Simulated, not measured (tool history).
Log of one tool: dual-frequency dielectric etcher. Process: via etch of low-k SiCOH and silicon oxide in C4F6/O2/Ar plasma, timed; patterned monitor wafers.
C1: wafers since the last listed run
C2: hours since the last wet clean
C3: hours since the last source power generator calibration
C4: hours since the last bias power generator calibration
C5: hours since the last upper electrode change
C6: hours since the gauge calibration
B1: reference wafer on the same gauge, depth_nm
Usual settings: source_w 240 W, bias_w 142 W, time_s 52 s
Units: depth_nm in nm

Run 1, hour 0: usual settings but time_s 41.5 s; C1 0; C2 396.3; C3 1242.7; C4 2703.5; C5 4888; C6 552.6; B1 95. Result: depth_nm 81.4 nm.
Run 2, hour 33.3: usual settings but bias_w 163 W; C1 256; C2 429.6; C3 1276; C4 2736.8; C5 4921.3; C6 585.9; B1 95.1. Result: depth_nm 105.4 nm.
Run 3, hour 65.3: usual settings but bias_w 163 W; C1 246; C2 461.6; C3 1308; C4 2768.8; C5 4953.3; C6 617.9; B1 94.9. Result: depth_nm 105.1 nm.
Run 4, hour 91.6: usual settings; C1 202; C2 487.9; C3 1334.3; C4 2795.1; C5 4979.6; C6 644.2; B1 95. Result: depth_nm 102.1 nm.
At hour 100.2: bias power generator calibrated.
Run 5, hour 117.2: usual settings; C1 166; C2 513.5; C3 1359.9; C4 17; C5 5005.2; C6 669.8; B1 94.9. Result: depth_nm 101.3 nm.
At hour 164.6: wet clean of the chamber.
Run 6, hour 165.1: usual settings; C1 184; C2 0.5; C3 1407.8; C4 64.9; C5 5053.1; C6 717.7; B1 95. Result: depth_nm 104.9 nm.
Run 7, hour 165.4: usual settings; C1 2; C2 0.8; C3 1408.1; C4 65.2; C5 5053.4; C6 718; B1 95.1. Result: depth_nm 104.8 nm.
Run 8, hour 187.6: usual settings; C1 171; C2 23; C3 1430.3; C4 87.4; C5 5075.6; C6 740.2; B1 94.8. Result: depth_nm 105 nm.
Run 9, hour 212: usual settings; C1 188; C2 47.4; C3 1454.7; C4 111.8; C5 5100; C6 764.6; B1 95. Result: depth_nm 104.8 nm.
Run 10, hour 261.1: usual settings but bias_w 155 W; C1 378; C2 96.5; C3 1503.8; C4 160.9; C5 5149.1; C6 813.7; B1 95.2. Result: depth_nm 105.4 nm.
Run 11, hour 287: usual settings but bias_w 155 W; C1 199; C2 122.4; C3 1529.7; C4 186.8; C5 5175; C6 839.6; B1 95. Result: depth_nm 106.2 nm.
Run 12, hour 316.4: usual settings; C1 226; C2 151.8; C3 1559.1; C4 216.2; C5 5204.4; C6 869; B1 95.2. Result: depth_nm 103.2 nm.
Run 13, hour 332.4: usual settings but source_w 200 W, bias_w 177 W, time_s 60 s; C1 123; C2 167.8; C3 1575.1; C4 232.2; C5 5220.4; C6 885; B1 95. Result: depth_nm 119.3 nm.
At hour 340.9: gauge calibrated.
Run 14, hour 357.2: usual settings; C1 191; C2 192.6; C3 1599.9; C4 257; C5 5245.2; C6 16.3; B1 94.9. Result: depth_nm 102.6 nm.
At hour 381.7: upper electrode replaced.
Run 15, hour 425.1: usual settings; C1 338; C2 260.5; C3 1667.8; C4 324.9; C5 43.4; C6 84.2; B1 94.9. Result: depth_nm 102.1 nm.
Run 16, hour 444.9: usual settings but source_w 260 W; C1 152; C2 280.3; C3 1687.6; C4 344.7; C5 63.2; C6 104; B1 94.7. Result: depth_nm 104.9 nm.
Run 17, hour 463: usual settings but source_w 210 W, bias_w 121 W, time_s 62 s; C1 139; C2 298.4; C3 1705.7; C4 362.8; C5 81.3; C6 122.1; B1 95. Result: depth_nm 114 nm.
Run 18, hour 479.9: usual settings but bias_w 110 W, time_s 45.5 s; C1 130; C2 315.3; C3 1722.6; C4 379.7; C5 98.2; C6 139; B1 94.7. Result: depth_nm 84.4 nm.
Run 19, hour 511.9: usual settings but bias_w 116 W, time_s 64 s; C1 246; C2 347.3; C3 1754.6; C4 411.7; C5 130.2; C6 171; B1 94.8. Result: depth_nm 120.7 nm.
Run 20, hour 527: usual settings; C1 116; C2 362.4; C3 1769.7; C4 426.8; C5 145.3; C6 186.1; B1 94.9. Result: depth_nm 102.2 nm.
At hour 537.4: source power generator calibrated.
Run 21, hour 556.8: usual settings but time_s 37.5 s; C1 198; C2 392.2; C3 19.4; C4 456.6; C5 175.1; C6 215.9; B1 95. Result: depth_nm 73.1 nm.
Run 22, hour 581.7: usual settings but source_w 190 W, bias_w 176 W, time_s 58 s; C1 192; C2 417.1; C3 44.3; C4 481.5; C5 200; C6 240.8; B1 95. Result: depth_nm 113.1 nm.
Run 23, hour 601.6: usual settings but source_w 200 W, bias_w 155 W; C1 153; C2 437; C3 64.2; C4 501.4; C5 219.9; C6 260.7; B1 95.1. Result: depth_nm 98.4 nm.
Run 24, hour 618.7: usual settings but bias_w 171 W, time_s 42.5 s; C1 131; C2 454.1; C3 81.3; C4 518.5; C5 237; C6 277.8; B1 94.9. Result: depth_nm 86.1 nm.
Run 25, hour 645.3: usual settings but source_w 210 W, time_s 37 s; C1 205; C2 480.7; C3 107.9; C4 545.1; C5 263.6; C6 304.4; B1 95. Result: depth_nm 69.3 nm.
Run 26, hour 680.8: usual settings; C1 273; C2 516.2; C3 143.4; C4 580.6; C5 299.1; C6 339.9; B1 95.1. Result: depth_nm 100.2 nm.
Run 27, hour 696.9: usual settings but source_w 200 W, bias_w 172 W; C1 124; C2 532.3; C3 159.5; C4 596.7; C5 315.2; C6 356; B1 95. Result: depth_nm 99.3 nm.
Run 28, hour 723.8: usual settings but source_w 210 W, bias_w 121 W, time_s 62 s; C1 207; C2 559.2; C3 186.4; C4 623.6; C5 342.1; C6 382.9; B1 95.1. Result: depth_nm 111 nm.
At hour 756.4: wet clean of the chamber.
Run 29, hour 756.9: usual settings; C1 70; C2 0.5; C3 219.5; C4 656.7; C5 375.2; C6 416; B1 94.9. Result: depth_nm 105.1 nm.
Run 30, hour 768.6: usual settings but source_w 220 W, bias_w 131 W, time_s 43.5 s; C1 90; C2 12.2; C3 231.2; C4 668.4; C5 386.9; C6 427.7; B1 95. Result: depth_nm 84.9 nm.
Run 31, hour 788.8: usual settings but source_w 200 W, bias_w 153 W, time_s 43.5 s; C1 155; C2 32.4; C3 251.4; C4 688.6; C5 407.1; C6 447.9; B1 95. Result: depth_nm 85.5 nm.

3 ways to go on from here, each from the tool as it stands after run 31. What would each give?
Run A, hour 789.2: usual settings but source_w 270 W; C1 3; C2 32.8; C3 251.8; C4 689; C5 407.5; C6 448.3; B1 ?. Result: depth_nm ?.
Run B, hour 789.2: usual settings but source_w 270 W, bias_w 171 W; C1 3; C2 32.8; C3 251.8; C4 689; C5 407.5; C6 448.3; B1 ?. Result: depth_nm ?.
Run C, hour 789.2: usual settings but source_w 210 W; C1 3; C2 32.8; C3 251.8; C4 689; C5 407.5; C6 448.3; B1 ?. Result: depth_nm ?.

run    B1  depth_nm
  A  94.8     109.1
  B  94.8     113.8
  C  94.8       102
Without the tool's hidden state the same runs would have given:
run  depth_nm
  A     109.7
  B     114.5
  C     102.6
